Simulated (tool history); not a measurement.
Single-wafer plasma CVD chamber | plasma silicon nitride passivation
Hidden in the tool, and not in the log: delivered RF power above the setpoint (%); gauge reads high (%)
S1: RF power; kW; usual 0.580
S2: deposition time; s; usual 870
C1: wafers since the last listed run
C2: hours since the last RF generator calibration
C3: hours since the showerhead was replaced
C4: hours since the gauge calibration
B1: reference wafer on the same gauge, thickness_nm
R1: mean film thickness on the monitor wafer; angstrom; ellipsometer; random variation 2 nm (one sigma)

| run | day | S1 | S2 | C1 | C2 | C3 | C4 | B1 | R1 |
|---|---|---|---|---|---|---|---|---|---|
| 1 | 0.000 | 0.580 | 939 | 0 | 1297.1 | 6865.0 | 176.5 | 1490.722 | 14111.33 |
| 2 | 0.983 | 0.580 | 939 | 59 | 1320.7 | 6888.6 | 200.1 | 1490.087 | 14124.81 |
| 3 | 2.346 | 0.580 | 939 | 82 | 1353.4 | 6921.3 | 232.8 | 1489.464 | 14115.26 |
| 4 | 3.500 | 0.580 | 928 | 70 | 1381.1 | 6949.0 | 260.5 | 1489.023 | 13946.55 |
| 5 | 4.683 | 0.545 | 870 | 71 | 1409.5 | 6977.4 | 288.9 | 1490.330 | 12934.94 |
| 6 | 5.192 | 0.545 | 870 | 30 | 1421.7 | 6989.6 | 301.1 | 1490.854 | 12961.60 |
| 7 | 6.362 | 0.545 | 870 | 71 | 1449.8 | 7017.7 | 329.2 | 1489.797 | 12930.06 |
| 8 | 7.250 | 0.580 | 954 | 53 | 1471.1 | 7039.0 | 350.5 | 1490.745 | 14357.41 |
| 9 | 7.767 | 0.580 | 954 | 31 | 1483.5 | 7051.4 | 362.9 | 1488.653 | 14337.50 |
| 10 | 8.621 | 0.580 | 954 | 51 | 1504.0 | 7071.9 | 383.4 | 1490.251 | 14360.28 |
| 11 | 12.917 | 0.580 | 870 | 260 | 1607.1 | 7175.0 | 486.5 | 1489.523 | 13082.92 |
| 12 | 14.333 | 0.580 | 870 | 85 | 1641.1 | 7209.0 | 520.5 | 1489.555 | 13054.32 |
|  | 15.179 | gauge calibrated |
| 13 | 15.496 | 0.580 | 870 | 70 | 1669.0 | 7236.9 | 7.6 | 1489.828 | 13067.91 |
| 14 | 16.083 | 0.580 | 748 | 35 | 1683.1 | 7251.0 | 21.7 | 1488.756 | 11220.08 |
|  | 17.179 | showerhead replaced |
| 15 | 17.488 | 0.500 | 776 | 64 | 1716.8 | 7.4 | 55.4 | 1490.429 | 11367.75 |

The next listed run, before its measurement:
| 16 | 18.171 | 0.580 | 870 | 41 | 1733.2 | 23.8 | 71.8 | ? | ? |

{"run 16": {"B1": 1491.035, "R1": 13080.39}}
Without the tool's hidden state the same run would have given R1 13286.82 angstrom.
